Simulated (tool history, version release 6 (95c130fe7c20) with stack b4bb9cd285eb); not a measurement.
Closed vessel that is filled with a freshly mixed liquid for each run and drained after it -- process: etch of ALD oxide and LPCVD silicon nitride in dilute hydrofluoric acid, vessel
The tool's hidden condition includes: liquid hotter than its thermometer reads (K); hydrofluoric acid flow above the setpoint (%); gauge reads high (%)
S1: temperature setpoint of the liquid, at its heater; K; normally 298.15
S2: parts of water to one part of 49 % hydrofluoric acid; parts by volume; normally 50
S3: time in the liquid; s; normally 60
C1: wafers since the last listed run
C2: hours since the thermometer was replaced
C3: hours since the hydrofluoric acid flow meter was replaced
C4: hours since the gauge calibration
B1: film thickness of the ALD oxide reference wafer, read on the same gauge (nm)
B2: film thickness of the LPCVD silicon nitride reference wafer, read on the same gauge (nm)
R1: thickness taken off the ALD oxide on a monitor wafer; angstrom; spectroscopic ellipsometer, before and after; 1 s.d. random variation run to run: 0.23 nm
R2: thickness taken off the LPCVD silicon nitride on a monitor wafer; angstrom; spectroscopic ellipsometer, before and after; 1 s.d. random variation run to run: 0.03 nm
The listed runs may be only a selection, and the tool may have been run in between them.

run     day      S1  S2  S3     C1      C2      C3      C4     B1      B2     R1     R2
  1   0.000  302.15  50  80      0   231.5   215.1   278.3  70.01  29.969  394.3  10.14
  2   1.829  300.65  40  60   4581   275.4   259.0   322.2  70.03  29.999  357.9   8.85
  3   4.312  293.15  50  60   6219   335.0   318.6   381.8  70.05  30.016  207.2   4.10
  4   5.758  298.15  50  40   3621   369.7   353.3   416.5  70.04  29.984  169.5   3.89
  5   7.196  294.15  70  40   3600   404.2   387.8   451.0  70.01  30.014   99.3   2.12
  6  10.033  296.65  50  60   7106   472.3   455.9   519.1  70.03  29.996  240.1   5.43
  7  11.467  303.15  55  50   3589   506.7   490.3   553.5  69.96  29.999  238.8   6.30
  8  19.492  301.15  65  35  20098   699.3   682.9   746.1  70.06  29.999  126.8   3.31
  9  20.817  298.15  50  60   3318   731.1   714.7   777.9  70.01  29.987  255.9   6.27
 10  29.583  303.15  70  70  21956   941.5   925.1   988.3  69.98  29.993  251.8   6.44
 11  30.867  298.15  30  60   3214   972.3   955.9  1019.1  69.95  29.997  440.0  10.60
 12  33.079  298.15  50  60   5541  1025.4  1009.0  1072.2  70.00  29.985  255.9   6.04
 13  34.283  303.15  50  60   3015  1054.3  1037.9  1101.1  70.00  30.009  312.3   8.15
 14  36.892  298.15  50  60   6532  1116.9  1100.5  1163.7  70.01  30.011  257.5   5.68
 15  38.192  301.15  65  35   3255  1148.1  1131.7  1194.9  70.00  30.003  124.1   3.42
 16  40.879  298.15  65  60   6730  1212.6  1196.2  1259.4  70.03  30.013  190.8   4.51
 17  43.317  301.15  65  90   6104  1271.1  1254.7  1317.9  69.99  30.003  325.2   8.24
 18  46.075  298.15  50  90   6908  1337.3  1320.9  1384.1  70.04  29.971  388.1   9.29
 19  47.412  298.15  50  60   3349  1369.4  1353.0  1416.2  69.99  30.004  253.2   6.09
 20  51.958  301.65  50  30  11385  1478.5  1462.1  1525.3  70.02  29.995  147.1   4.06
 21  53.354  295.65  45  95   3495  1512.0  1495.6  1558.8  69.98  29.992  413.0   8.73
 22  55.842  298.15  50  60   6229  1571.7  1555.3  1618.5  69.95  30.021  254.6   6.11
 23  59.288  302.15  50  60   8630  1654.4  1638.0  1701.2  69.98  29.999  300.0   8.18
 24  61.425  298.15  50  60   5353  1705.7  1689.3  1752.5  69.99  30.005  260.0   6.26
 25  64.346  296.65  30  40   7315  1775.8  1759.4  1822.6  69.98  30.021  272.5   6.25

5 ways to go on from here, each from the tool as it stands after run 25. What would each give?
  A  64.375  298.15  50  80  73  1776.5  1760.1  1823.3   ?   ?   ?   ?
  B  64.375  302.65  50  85  73  1776.5  1760.1  1823.3   ?   ?   ?   ?
  C  64.375  293.15  70  50  73  1776.5  1760.1  1823.3   ?   ?   ?   ?
  D  64.375  294.15  50  60  73  1776.5  1760.1  1823.3   ?   ?   ?   ?
  E  64.375  300.15  30  40  73  1776.5  1760.1  1823.3   ?   ?   ?   ?

run     B1      B2     R1     R2
  A  69.95  29.959  341.3   8.08
  B  69.95  29.959  434.4  11.55
  C  69.95  29.959  120.8   2.59
  D  69.95  29.959  216.9   4.62
  E  69.95  29.959  317.5   7.61
With the hidden condition removed and each run's random variation left untouched, the same runs would have given:
run     R1     R2
  A  341.3   8.08
  B  434.4  11.55
  C  120.8   2.59
  D  216.9   4.62
  E  317.5   7.61
